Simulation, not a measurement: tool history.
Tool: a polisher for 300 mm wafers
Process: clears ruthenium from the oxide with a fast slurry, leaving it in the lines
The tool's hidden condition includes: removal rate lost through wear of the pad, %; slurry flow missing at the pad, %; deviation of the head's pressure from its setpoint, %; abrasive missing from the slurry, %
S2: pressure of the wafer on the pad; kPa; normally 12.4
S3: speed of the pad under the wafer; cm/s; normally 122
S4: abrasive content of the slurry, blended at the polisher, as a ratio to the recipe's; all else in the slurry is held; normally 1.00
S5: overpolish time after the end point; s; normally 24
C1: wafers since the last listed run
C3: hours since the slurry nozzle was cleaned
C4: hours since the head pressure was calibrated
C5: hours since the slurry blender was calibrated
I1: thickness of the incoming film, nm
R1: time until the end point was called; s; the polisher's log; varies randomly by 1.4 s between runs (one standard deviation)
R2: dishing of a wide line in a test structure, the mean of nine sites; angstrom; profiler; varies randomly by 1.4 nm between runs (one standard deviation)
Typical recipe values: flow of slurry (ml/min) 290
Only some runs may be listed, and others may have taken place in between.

{"run": 1, "hour": 0.0, "flow of slurry (ml/min)": 290, "S2": 12.4, "S3": 122, "S4": 0.9, "S5": 24, "C1": 0, "wafers polished on this pad": 315, "C3": 557.8, "C4": 1010.8, "C5": 322.0, "I1": 268.9, "R1": 90.0, "R2": 562}
{"run": 2, "hour": 8.7, "flow of slurry (ml/min)": 290, "S2": 12.4, "S3": 122, "S4": 0.9, "S5": 24, "C1": 96, "wafers polished on this pad": 411, "C3": 566.5, "C4": 1019.5, "C5": 330.7, "I1": 267.6, "R1": 92.0, "R2": 551}
{"run": 3, "hour": 17.9, "flow of slurry (ml/min)": 290, "S2": 10.3, "S3": 122, "S4": 1.0, "S5": 24, "C1": 102, "wafers polished on this pad": 513, "C3": 575.7, "C4": 1028.7, "C5": 339.9, "I1": 268.3, "R1": 104.3, "R2": 514}
{"run": 4, "hour": 27.3, "flow of slurry (ml/min)": 290, "S2": 12.4, "S3": 148, "S4": 0.8, "S5": 24, "C1": 104, "wafers polished on this pad": 617, "C3": 585.1, "C4": 1038.1, "C5": 349.3, "I1": 271.4, "R1": 91.9, "R2": 582}
{"hour": 34.8, "done": "worn pad replaced by a new one"}
{"run": 5, "hour": 43.0, "flow of slurry (ml/min)": 290, "S2": 12.4, "S3": 148, "S4": 0.8, "S5": 24, "C1": 129, "wafers polished on this pad": 91, "C3": 600.8, "C4": 1053.8, "C5": 365.0, "I1": 265.5, "R1": 91.0, "R2": 564}
{"run": 6, "hour": 52.5, "flow of slurry (ml/min)": 290, "S2": 12.4, "S3": 148, "S4": 0.8, "S5": 24, "C1": 105, "wafers polished on this pad": 196, "C3": 610.3, "C4": 1063.3, "C5": 374.5, "I1": 269.9, "R1": 91.6, "R2": 543}
{"run": 7, "hour": 65.1, "flow of slurry (ml/min)": 290, "S2": 12.4, "S3": 122, "S4": 1.0, "S5": 24, "C1": 139, "wafers polished on this pad": 336, "C3": 622.9, "C4": 1075.9, "C5": 387.1, "I1": 272.6, "R1": 86.6, "R2": 642}
{"run": 8, "hour": 72.6, "flow of slurry (ml/min)": 290, "S2": 12.4, "S3": 122, "S4": 1.0, "S5": 24, "C1": 83, "wafers polished on this pad": 419, "C3": 630.4, "C4": 1083.4, "C5": 394.6, "I1": 269.7, "R1": 88.6, "R2": 612}
{"run": 9, "hour": 80.4, "flow of slurry (ml/min)": 290, "S2": 12.4, "S3": 122, "S4": 1.0, "S5": 24, "C1": 86, "wafers polished on this pad": 506, "C3": 638.2, "C4": 1091.2, "C5": 402.4, "I1": 271.1, "R1": 85.9, "R2": 609}
{"run": 10, "hour": 90.5, "flow of slurry (ml/min)": 290, "S2": 12.4, "S3": 94, "S4": 1.0, "S5": 24, "C1": 112, "wafers polished on this pad": 618, "C3": 648.3, "C4": 1101.3, "C5": 412.5, "I1": 273.8, "R1": 100.9, "R2": 535}
{"hour": 105.6, "done": "worn pad replaced by a new one"}
{"run": 11, "hour": 106.1, "flow of slurry (ml/min)": 290, "S2": 12.4, "S3": 94, "S4": 1.0, "S5": 24, "C1": 128, "wafers polished on this pad": 5, "C3": 663.9, "C4": 1116.9, "C5": 428.1, "I1": 271.6, "R1": 101.9, "R2": 535}
{"run": 12, "hour": 122.1, "flow of slurry (ml/min)": 290, "S2": 12.4, "S3": 94, "S4": 1.0, "S5": 24, "C1": 177, "wafers polished on this pad": 182, "C3": 679.9, "C4": 1132.9, "C5": 444.1, "I1": 268.8, "R1": 97.1, "R2": 548}
{"hour": 138.2, "done": "head pressure recalibrated"}
{"run": 13, "hour": 157.1, "flow of slurry (ml/min)": 290, "S2": 12.4, "S3": 122, "S4": 1.0, "S5": 24, "C1": 365, "wafers polished on this pad": 548, "C3": 714.9, "C4": 18.9, "C5": 479.1, "I1": 272.1, "R1": 86.7, "R2": 631}
{"run": 14, "hour": 166.1, "flow of slurry (ml/min)": 290, "S2": 12.4, "S3": 122, "S4": 1.0, "S5": 24, "C1": 99, "wafers polished on this pad": 648, "C3": 723.9, "C4": 27.9, "C5": 488.1, "I1": 269.0, "R1": 85.4, "R2": 601}
{"hour": 180.1, "done": "worn pad replaced by a new one"}
{"run": 15, "hour": 187.1, "flow of slurry (ml/min)": 290, "S2": 12.4, "S3": 122, "S4": 1.0, "S5": 24, "C1": 188, "wafers polished on this pad": 77, "C3": 744.9, "C4": 48.9, "C5": 509.1, "I1": 268.9, "R1": 86.0, "R2": 592}
{"hour": 192.5, "done": "slurry blender recalibrated"}
{"run": 16, "hour": 198.4, "flow of slurry (ml/min)": 290, "S2": 12.4, "S3": 122, "S4": 1.0, "S5": 20, "C1": 103, "wafers polished on this pad": 180, "C3": 756.2, "C4": 60.2, "C5": 5.9, "I1": 270.4, "R1": 84.0, "R2": 499}
{"run": 17, "hour": 212.9, "flow of slurry (ml/min)": 290, "S2": 12.4, "S3": 122, "S4": 1.0, "S5": 24, "C1": 160, "wafers polished on this pad": 341, "C3": 770.7, "C4": 74.7, "C5": 20.4, "I1": 269.5, "R1": 86.0, "R2": 607}
{"run": 18, "hour": 226.7, "flow of slurry (ml/min)": 205, "S2": 12.4, "S3": 136, "S4": 0.9, "S5": 35, "C1": 153, "wafers polished on this pad": 494, "C3": 784.5, "C4": 88.5, "C5": 34.2, "I1": 274.1, "R1": 92.4, "R2": 783}
{"run": 19, "hour": 235.8, "flow of slurry (ml/min)": 370, "S2": 12.4, "S3": 140, "S4": 1.25, "S5": 29, "C1": 100, "wafers polished on this pad": 595, "C3": 793.6, "C4": 97.6, "C5": 43.3, "I1": 265.9, "R1": 65.5, "R2": 887}
{"hour": 245.3, "done": "slurry nozzle cleaned"}
{"hour": 245.5, "done": "worn pad replaced by a new one"}
{"run": 20, "hour": 246.0, "flow of slurry (ml/min)": 290, "S2": 12.4, "S3": 122, "S4": 1.0, "S5": 18, "C1": 99, "wafers polished on this pad": 5, "C3": 0.7, "C4": 107.8, "C5": 53.5, "I1": 265.6, "R1": 85.0, "R2": 491}
{"run": 21, "hour": 253.4, "flow of slurry (ml/min)": 290, "S2": 15.2, "S3": 122, "S4": 1.0, "S5": 24, "C1": 82, "wafers polished on this pad": 87, "C3": 8.1, "C4": 115.2, "C5": 60.9, "I1": 271.6, "R1": 69.4, "R2": 758}
{"run": 22, "hour": 267.6, "flow of slurry (ml/min)": 290, "S2": 9.0, "S3": 148, "S4": 1.2, "S5": 24, "C1": 157, "wafers polished on this pad": 244, "C3": 22.3, "C4": 129.4, "C5": 75.1, "I1": 272.0, "R1": 93.2, "R2": 549}
{"run": 23, "hour": 277.7, "flow of slurry (ml/min)": 290, "S2": 12.4, "S3": 122, "S4": 1.0, "S5": 24, "C1": 112, "wafers polished on this pad": 356, "C3": 32.4, "C4": 139.5, "C5": 85.2, "I1": 270.1, "R1": 84.2, "R2": 615}
{"run": 24, "hour": 289.4, "flow of slurry (ml/min)": 290, "S2": 12.4, "S3": 122, "S4": 1.0, "S5": 24, "C1": 129, "wafers polished on this pad": 486, "C3": 44.1, "C4": 151.2, "C5": 96.9, "I1": 266.9, "R1": 86.0, "R2": 578}
{"run": 25, "hour": 305.2, "flow of slurry (ml/min)": 290, "S2": 12.4, "S3": 94, "S4": 1.0, "S5": 24, "C1": 175, "wafers polished on this pad": 661, "C3": 59.9, "C4": 167.0, "C5": 112.7, "I1": 272.5, "R1": 99.0, "R2": 552}
{"run": 26, "hour": 313.3, "flow of slurry (ml/min)": 290, "S2": 16.5, "S3": 122, "S4": 1.0, "S5": 24, "C1": 89, "wafers polished on this pad": 751, "C3": 68.0, "C4": 175.1, "C5": 120.8, "I1": 268.0, "R1": 63.5, "R2": 748}
{"hour": 319.4, "done": "worn pad replaced by a new one"}
{"run": 27, "hour": 325.1, "flow of slurry (ml/min)": 290, "S2": 12.4, "S3": 122, "S4": 1.0, "S5": 37, "C1": 86, "wafers polished on this pad": 63, "C3": 79.8, "C4": 186.9, "C5": 132.6, "I1": 272.6, "R1": 86.2, "R2": 864}
{"run": 28, "hour": 331.1, "flow of slurry (ml/min)": 375, "S2": 15.2, "S3": 122, "S4": 0.9, "S5": 24, "C1": 66, "wafers polished on this pad": 129, "C3": 85.8, "C4": 192.9, "C5": 138.6, "I1": 273.8, "R1": 75.7, "R2": 646}

Forecast each of these 4 alternatives for the next run:
{"run": "A", "hour": 331.6, "flow of slurry (ml/min)": 290, "S2": 12.4, "S3": 122, "S4": 1.0, "S5": 24, "C1": 5, "wafers polished on this pad": 135, "C3": 86.3, "C4": 193.4, "C5": 139.1, "I1": 271.1, "R1": "?", "R2": "?"}
{"run": "B", "hour": 331.6, "flow of slurry (ml/min)": 210, "S2": 12.4, "S3": 122, "S4": 1.0, "S5": 33, "C1": 5, "wafers polished on this pad": 135, "C3": 86.3, "C4": 193.4, "C5": 139.1, "I1": 271.1, "R1": "?", "R2": "?"}
{"run": "C", "hour": 331.6, "flow of slurry (ml/min)": 360, "S2": 14.5, "S3": 122, "S4": 1.0, "S5": 28, "C1": 5, "wafers polished on this pad": 135, "C3": 86.3, "C4": 193.4, "C5": 139.1, "I1": 271.1, "R1": "?", "R2": "?"}
{"run": "D", "hour": 331.6, "flow of slurry (ml/min)": 240, "S2": 13.8, "S3": 110, "S4": 1.0, "S5": 24, "C1": 5, "wafers polished on this pad": 135, "C3": 86.3, "C4": 193.4, "C5": 139.1, "I1": 271.1, "R1": "?", "R2": "?"}

run=A R1=86.2 R2=602
run=B R1=89.7 R2=760
run=C R1=72.5 R2=791
run=D R1=84.3 R2=614
Stripped of hidden state, with their random variation kept, the same runs would have yielded:
run=A R1=86.2 R2=602
run=B R1=89.7 R2=760
run=C R1=72.5 R2=791
run=D R1=84.3 R2=614
